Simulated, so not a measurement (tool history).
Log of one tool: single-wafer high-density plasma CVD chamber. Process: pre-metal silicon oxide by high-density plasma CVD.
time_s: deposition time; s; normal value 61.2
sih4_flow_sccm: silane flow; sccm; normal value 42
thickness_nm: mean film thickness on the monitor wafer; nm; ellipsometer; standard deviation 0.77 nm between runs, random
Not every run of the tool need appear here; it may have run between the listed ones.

| run | hour | time_s | sih4_flow_sccm | wafers since the last listed run | hours since the silane flow controller was replaced | hours since the gauge calibration | read-back reference wafer on the same gauge, thickness_nm | thickness_nm |
|---|---|---|---|---|---|---|---|---|
| 1 | 0 | 61.2 | 42 | 0 | 3042.2 | 27.1 | 223.203 | 236.922 |
| 2 | 57.2 | 61.2 | 42 | 1087 | 3099.4 | 84.3 | 222.834 | 235.621 |
| 3 | 102.2 | 67.7 | 42 | 855 | 3144.4 | 129.3 | 222.86 | 259.962 |
| 4 | 144.5 | 61.2 | 42 | 803 | 3186.7 | 171.6 | 223.205 | 234.635 |
| 5 | 204.4 | 61.2 | 42 | 1138 | 3246.6 | 231.5 | 223.232 | 233.33 |
| 6 | 272.6 | 61.2 | 42 | 1296 | 3314.8 | 299.7 | 223.028 | 233.305 |
| 7 | 329.4 | 61.2 | 42 | 1079 | 3371.6 | 356.5 | 222.945 | 235.014 |
| 8 | 357.5 | 61.2 | 42 | 534 | 3399.7 | 384.6 | 222.946 | 235.121 |
| 9 | 417 | 61.2 | 36 | 1130 | 3459.2 | 444.1 | 222.862 | 198.846 |
| 10 | 456.2 | 61.2 | 36 | 745 | 3498.4 | 483.3 | 223.141 | 199.31 |
| 11 | 505 | 61.2 | 36 | 927 | 3547.2 | 532.1 | 222.938 | 199.167 |
|  | 528.2 | gauge calibrated |
| 12 | 562 | 56.6 | 46 | 1083 | 3604.2 | 33.8 | 223.208 | 236.023 |
| 13 | 589.1 | 57.1 | 38 | 515 | 3631.3 | 60.9 | 222.947 | 196.327 |
| 14 | 641.5 | 49.7 | 37 | 995 | 3683.7 | 113.3 | 222.902 | 164.256 |
| 15 | 705.9 | 61.2 | 36 | 1223 | 3748.1 | 177.7 | 223.128 | 198.403 |
| 16 | 734.4 | 68.2 | 45 | 541 | 3776.6 | 206.2 | 223.028 | 275.969 |
|  | 762.9 | silane flow controller replaced |
| 17 | 782.5 | 56.4 | 34 | 762 | 19.6 | 254.3 | 223.091 | 181.766 |
| 18 | 831.2 | 66.4 | 35 | 925 | 68.3 | 303 | 222.75 | 221.828 |
| 19 | 862.4 | 72.2 | 40 | 592 | 99.5 | 334.2 | 222.966 | 274.674 |
| 20 | 903.4 | 61.2 | 35 | 779 | 140.5 | 375.2 | 222.922 | 203.974 |
| 21 | 932.7 | 50.2 | 44 | 556 | 169.8 | 404.5 | 223.083 | 210.367 |
| 22 | 991.6 | 57.1 | 38 | 1119 | 228.7 | 463.4 | 223.199 | 206.573 |

Hidden condition of the tool, last listed run before each entry between runs versus first listed run after:
From run 11 to run 12: gauge calibrated (hour 528.2)
  delivered silane flow above the setpoint (%): -5.4 -> -5.56
  measured result minus the result with no hidden state, thickness_nm: -11.375 -> -13.901 nm
From run 16 to run 17: silane flow controller replaced (hour 762.9)
  delivered silane flow above the setpoint (%): -6.06 -> -0.252
  measured result minus the result with no hidden state, thickness_nm: -17.799 -> -0.459 nm

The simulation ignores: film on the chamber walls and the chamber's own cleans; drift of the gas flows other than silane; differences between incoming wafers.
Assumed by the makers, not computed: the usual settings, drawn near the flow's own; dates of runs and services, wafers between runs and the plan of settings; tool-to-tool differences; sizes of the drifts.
